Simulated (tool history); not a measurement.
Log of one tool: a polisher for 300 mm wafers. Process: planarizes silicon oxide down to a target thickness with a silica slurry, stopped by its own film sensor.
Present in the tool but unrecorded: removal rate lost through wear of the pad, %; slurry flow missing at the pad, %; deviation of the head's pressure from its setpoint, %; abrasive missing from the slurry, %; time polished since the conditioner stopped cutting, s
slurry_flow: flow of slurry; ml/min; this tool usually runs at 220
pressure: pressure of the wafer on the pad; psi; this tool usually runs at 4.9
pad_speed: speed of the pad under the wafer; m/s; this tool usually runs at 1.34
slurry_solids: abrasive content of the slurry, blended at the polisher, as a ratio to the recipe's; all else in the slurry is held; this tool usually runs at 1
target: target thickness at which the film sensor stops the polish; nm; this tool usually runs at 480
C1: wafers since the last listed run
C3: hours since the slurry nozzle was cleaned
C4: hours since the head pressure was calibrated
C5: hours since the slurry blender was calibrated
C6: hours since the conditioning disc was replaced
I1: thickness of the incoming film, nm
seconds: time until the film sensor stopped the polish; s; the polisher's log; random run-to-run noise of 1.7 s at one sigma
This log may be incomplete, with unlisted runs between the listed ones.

run 1 hour=0 | slurry_flow=280 pressure=4.9 pad_speed=1.34 slurry_solids=1 target=480 | C1=0 wafers_polished_on_this_pad=159 C3=287.6 C4=287.1 C5=452.8 C6=252.1 | I1=848 | seconds=97.8
-- hour=9 slurry blender recalibrated
-- hour=148.2 head pressure recalibrated
run 2 hour=150.7 | slurry_flow=280 pressure=4.9 pad_speed=1.34 slurry_solids=1 target=480 | C1=921 wafers_polished_on_this_pad=1080 C3=438.3 C4=2.5 C5=141.7 C6=402.8 | I1=832.4 | seconds=96.3
-- hour=210 conditioning disc replaced and pad reconditioned
-- hour=255.3 worn pad replaced by a new one
run 3 hour=310.5 | slurry_flow=220 pressure=4.9 pad_speed=1.34 slurry_solids=1 target=480 | C1=965 wafers_polished_on_this_pad=346 C3=598.1 C4=162.3 C5=301.5 C6=100.5 | I1=843.2 | seconds=107.6
-- hour=322.9 slurry nozzle cleaned
run 4 hour=367.2 | slurry_flow=220 pressure=4.9 pad_speed=1.34 slurry_solids=1 target=480 | C1=349 wafers_polished_on_this_pad=696 C3=44.3 C4=219 C5=358.2 C6=157.2 | I1=851.5 | seconds=97.8
run 5 hour=412.1 | slurry_flow=220 pressure=4.9 pad_speed=1.34 slurry_solids=1 target=480 | C1=281 wafers_polished_on_this_pad=978 C3=89.2 C4=263.9 C5=403.1 C6=202.1 | I1=854.7 | seconds=104.2
run 6 hour=459.4 | slurry_flow=220 pressure=4.9 pad_speed=1.34 slurry_solids=1 target=480 | C1=296 wafers_polished_on_this_pad=1275 C3=136.5 C4=311.2 C5=450.4 C6=249.4 | I1=857.2 | seconds=105
-- hour=480.2 slurry blender recalibrated
run 7 hour=502.7 | slurry_flow=200 pressure=4.9 pad_speed=1.34 slurry_solids=1 target=480 | C1=259 wafers_polished_on_this_pad=1534 C3=179.8 C4=354.5 C5=22.5 C6=292.7 | I1=835.7 | seconds=98.4
run 8 hour=543.7 | slurry_flow=220 pressure=3.9 pad_speed=1.34 slurry_solids=1 target=480 | C1=257 wafers_polished_on_this_pad=1791 C3=220.8 C4=395.5 C5=63.5 C6=333.7 | I1=855 | seconds=131.2
-- hour=549.4 head pressure recalibrated
-- hour=549.9 worn pad replaced by a new one
run 9 hour=608.2 | slurry_flow=220 pressure=3.9 pad_speed=1.34 slurry_solids=1 target=480 | C1=389 wafers_polished_on_this_pad=365 C3=285.3 C4=58.8 C5=128 C6=398.2 | I1=854.8 | seconds=128.4
run 10 hour=638.4 | slurry_flow=220 pressure=4.9 pad_speed=1.34 slurry_solids=1 target=480 | C1=189 wafers_polished_on_this_pad=555 C3=315.5 C4=89 C5=158.2 C6=428.4 | I1=849.5 | seconds=102
run 11 hour=670.8 | slurry_flow=240 pressure=4.9 pad_speed=1.74 slurry_solids=1 target=480 | C1=203 wafers_polished_on_this_pad=758 C3=347.9 C4=121.4 C5=190.6 C6=460.8 | I1=848.9 | seconds=85.1
-- hour=725.7 conditioning disc replaced and pad reconditioned
run 12 hour=730.1 | slurry_flow=240 pressure=4.9 pad_speed=0.94 slurry_solids=1 target=480 | C1=359 wafers_polished_on_this_pad=1118 C3=407.2 C4=180.7 C5=249.9 C6=4.4 | I1=849.3 | seconds=131.7
run 13 hour=794.9 | slurry_flow=220 pressure=4.9 pad_speed=1.1 slurry_solids=1.1 target=480 | C1=406 wafers_polished_on_this_pad=1525 C3=472 C4=245.5 C5=314.7 C6=69.2 | I1=857.3 | seconds=115
run 14 hour=819.7 | slurry_flow=220 pressure=4.9 pad_speed=1.34 slurry_solids=1 target=480 | C1=155 wafers_polished_on_this_pad=1681 C3=496.8 C4=270.3 C5=339.5 C6=94 | I1=856.8 | seconds=104.1
-- hour=832.8 worn pad replaced by a new one
-- hour=860.9 slurry nozzle cleaned
run 15 hour=870.5 | slurry_flow=220 pressure=4.9 pad_speed=1.34 slurry_solids=1 target=480 | C1=287 wafers_polished_on_this_pad=230 C3=9.6 C4=321.1 C5=390.3 C6=144.8 | I1=840.9 | seconds=98.8
-- hour=931.8 head pressure recalibrated
-- hour=999.6 slurry blender recalibrated
-- hour=1072.1 worn pad replaced by a new one
run 16 hour=1074.1 | slurry_flow=220 pressure=4.9 pad_speed=1.34 slurry_solids=1 target=480 | C1=1228 wafers_polished_on_this_pad=12 C3=213.2 C4=142.3 C5=74.5 C6=348.4 | I1=842.5 | seconds=99.2
run 17 hour=1122.4 | slurry_flow=190 pressure=4.9 pad_speed=1.34 slurry_solids=1 target=480 | C1=303 wafers_polished_on_this_pad=315 C3=261.5 C4=190.6 C5=122.8 C6=396.7 | I1=843.2 | seconds=104.6
run 18 hour=1156.5 | slurry_flow=175 pressure=6.3 pad_speed=1.34 slurry_solids=0.8 target=425 | C1=214 wafers_polished_on_this_pad=529 C3=295.6 C4=224.7 C5=156.9 C6=430.8 | I1=864 | seconds=118.6
run 19 hour=1195.9 | slurry_flow=150 pressure=4.9 pad_speed=1.34 slurry_solids=1.3 target=587 | C1=247 wafers_polished_on_this_pad=777 C3=335 C4=264.1 C5=196.3 C6=470.2 | I1=837.2 | seconds=63.1
-- hour=1257.5 conditioning disc replaced and pad reconditioned
run 20 hour=1267.7 | slurry_flow=220 pressure=5.9 pad_speed=1 slurry_solids=1 target=480 | C1=438 wafers_polished_on_this_pad=1215 C3=406.8 C4=335.9 C5=268.1 C6=10.2 | I1=851.2 | seconds=104.1
run 21 hour=1315.7 | slurry_flow=255 pressure=4.9 pad_speed=1.34 slurry_solids=1 target=480 | C1=301 wafers_polished_on_this_pad=1516 C3=454.8 C4=383.9 C5=316.1 C6=58.2 | I1=833.5 | seconds=100.2

Entry by entry between the runs, the difference in hidden state between the last listed run before and the first listed run after:
After run 1, before run 2: slurry blender recalibrated (hour 9); head pressure recalibrated (hour 148.2)
  slurry flow missing at the pad, %: 22.7 -> 33
  difference, measured minus the result without the unlogged condition, seconds: +2.2 -> +3.5 s
After run 2, before run 3: conditioning disc replaced and pad reconditioned (hour 210); worn pad replaced by a new one (hour 255.3)
  slurry flow missing at the pad, %: 33 -> 43.8
  difference, measured minus the result without the unlogged condition, seconds: +3.5 -> +7.1 s
After run 3, before run 4: slurry nozzle cleaned (hour 322.9)
  slurry flow missing at the pad, %: 43.8 -> 5.93
  difference, measured minus the result without the unlogged condition, seconds: +7.1 -> +0.7 s
After run 6, before run 7: slurry blender recalibrated (hour 480.2)
  slurry flow missing at the pad, %: 12.2 -> 15.2
  difference, measured minus the result without the unlogged condition, seconds: +1.4 -> +1.9 s
After run 8, before run 9: head pressure recalibrated (hour 549.4); worn pad replaced by a new one (hour 549.9)
  slurry flow missing at the pad, %: 18 -> 22.3
  difference, measured minus the result without the unlogged condition, seconds: +2.8 -> +3.5 s
After run 11, before run 12: conditioning disc replaced and pad reconditioned (hour 725.7)
  slurry flow missing at the pad, %: 26.6 -> 30.6
  difference, measured minus the result without the unlogged condition, seconds: +2.7 -> +5 s
After run 14, before run 15: worn pad replaced by a new one (hour 832.8); slurry nozzle cleaned (hour 860.9)
  slurry flow missing at the pad, %: 36.8 -> 1.05
  difference, measured minus the result without the unlogged condition, seconds: +5.4 -> +0.2 s
After run 15, before run 16: head pressure recalibrated (hour 931.8); slurry blender recalibrated (hour 999.6); worn pad replaced by a new one (hour 1072.1)
  slurry flow missing at the pad, %: 1.05 -> 14.9
  difference, measured minus the result without the unlogged condition, seconds: +0.2 -> +1.7 s
After run 19, before run 20: conditioning disc replaced and pad reconditioned (hour 1257.5)
  slurry flow missing at the pad, %: 23.2 -> 28.1
  difference, measured minus the result without the unlogged condition, seconds: +2.3 -> +3.7 s
